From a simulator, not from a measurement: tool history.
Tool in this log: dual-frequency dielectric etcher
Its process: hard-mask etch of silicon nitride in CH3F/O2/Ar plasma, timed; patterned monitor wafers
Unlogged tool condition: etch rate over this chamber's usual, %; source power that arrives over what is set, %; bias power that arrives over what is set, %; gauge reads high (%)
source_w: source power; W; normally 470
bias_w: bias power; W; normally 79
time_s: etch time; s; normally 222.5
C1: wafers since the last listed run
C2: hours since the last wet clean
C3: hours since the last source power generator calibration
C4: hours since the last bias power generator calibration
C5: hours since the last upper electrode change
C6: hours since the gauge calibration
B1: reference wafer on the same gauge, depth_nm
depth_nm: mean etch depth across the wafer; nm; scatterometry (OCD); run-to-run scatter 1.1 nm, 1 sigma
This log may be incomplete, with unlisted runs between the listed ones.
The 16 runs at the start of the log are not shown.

At day 14.829: source power generator calibrated.
At day 15.404: bias power generator calibrated.
Run 17, day 15.525: usual settings but source_w 390 W, bias_w 61 W, time_s 192.0 s; C1 146; C2 447.9; C3 16.7; C4 2.9; C5 156.5; C6 826.3; B1 131.9. Result: depth_nm 124.5 nm.
Run 18, day 16.246: usual settings; C1 107; C2 465.2; C3 34.0; C4 20.2; C5 173.8; C6 843.6; B1 132.1. Result: depth_nm 170.8 nm.
Run 19, day 17.233: usual settings but source_w 440 W, time_s 183.5 s; C1 146; C2 488.9; C3 57.7; C4 43.9; C5 197.5; C6 867.3; B1 132.0. Result: depth_nm 137.0 nm.
Run 20, day 18.662: usual settings but source_w 380 W, bias_w 94 W, time_s 242.0 s; C1 212; C2 523.2; C3 92.0; C4 78.2; C5 231.8; C6 901.6; B1 132.0. Result: depth_nm 177.7 nm.
Run 21, day 19.400: usual settings but bias_w 90 W; C1 109; C2 540.9; C3 109.7; C4 95.9; C5 249.5; C6 919.3; B1 132.2. Result: depth_nm 178.5 nm.
At day 21.033: wet clean of the chamber.
Run 22, day 21.054: usual settings; C1 97; C2 0.5; C3 149.4; C4 135.6; C5 289.2; C6 959.0; B1 132.0. Result: depth_nm 162.6 nm.
Run 23, day 21.642: usual settings but source_w 550 W, bias_w 61 W, time_s 176.0 s; C1 87; C2 14.6; C3 163.5; C4 149.7; C5 303.3; C6 973.1; B1 132.1. Result: depth_nm 128.3 nm.
At day 21.696: gauge calibrated.
Run 24, day 22.367: usual settings but source_w 370 W, bias_w 96 W; C1 107; C2 32.0; C3 180.9; C4 167.1; C5 320.7; C6 16.1; B1 132.2. Result: depth_nm 154.9 nm.
Run 25, day 25.975: usual settings; C1 536; C2 118.6; C3 267.5; C4 253.7; C5 407.3; C6 102.7; B1 132.0. Result: depth_nm 163.8 nm.
Run 26, day 26.675: usual settings but source_w 370 W, bias_w 97 W; C1 104; C2 135.4; C3 284.3; C4 270.5; C5 424.1; C6 119.5; B1 131.9. Result: depth_nm 157.4 nm.
Run 27, day 27.917: usual settings but source_w 350 W, bias_w 86 W; C1 184; C2 165.2; C3 314.1; C4 300.3; C5 453.9; C6 149.3; B1 132.1. Result: depth_nm 149.7 nm.
Run 28, day 29.133: usual settings but source_w 520 W, time_s 254.5 s; C1 180; C2 194.4; C3 343.3; C4 329.5; C5 483.1; C6 178.5; B1 132.0. Result: depth_nm 199.0 nm.
Run 29, day 30.025: usual settings but bias_w 96 W, time_s 195.0 s; C1 132; C2 215.8; C3 364.7; C4 350.9; C5 504.5; C6 199.9; B1 132.2. Result: depth_nm 153.5 nm.
Run 30, day 30.583: usual settings; C1 82; C2 229.2; C3 378.1; C4 364.3; C5 517.9; C6 213.3; B1 132.0. Result: depth_nm 164.9 nm.
Run 31, day 31.483: usual settings but bias_w 72 W, time_s 248.5 s; C1 133; C2 250.8; C3 399.7; C4 385.9; C5 539.5; C6 234.9; B1 132.0. Result: depth_nm 178.7 nm.

3 options for the next run, each taken on its own from the tool as it stands now. Forecast them:
Run A, day 31.504: usual settings; C1 3; C2 251.3; C3 400.2; C4 386.4; C5 540.0; C6 235.4; B1 ?. Result: depth_nm ?.
Run B, day 31.504: usual settings but source_w 390 W, bias_w 99 W; C1 3; C2 251.3; C3 400.2; C4 386.4; C5 540.0; C6 235.4; B1 ?. Result: depth_nm ?.
Run C, day 31.504: usual settings but source_w 520 W, bias_w 69 W, time_s 280.5 s; C1 3; C2 251.3; C3 400.2; C4 386.4; C5 540.0; C6 235.4; B1 ?. Result: depth_nm ?.

run     B1  depth_nm
  A  131.9     164.5
  B  131.9     161.5
  C  131.9     209.2
Without the tool's unlogged condition, the same runs would have read:
run  depth_nm
  A     161.5
  B     158.5
  C     205.3
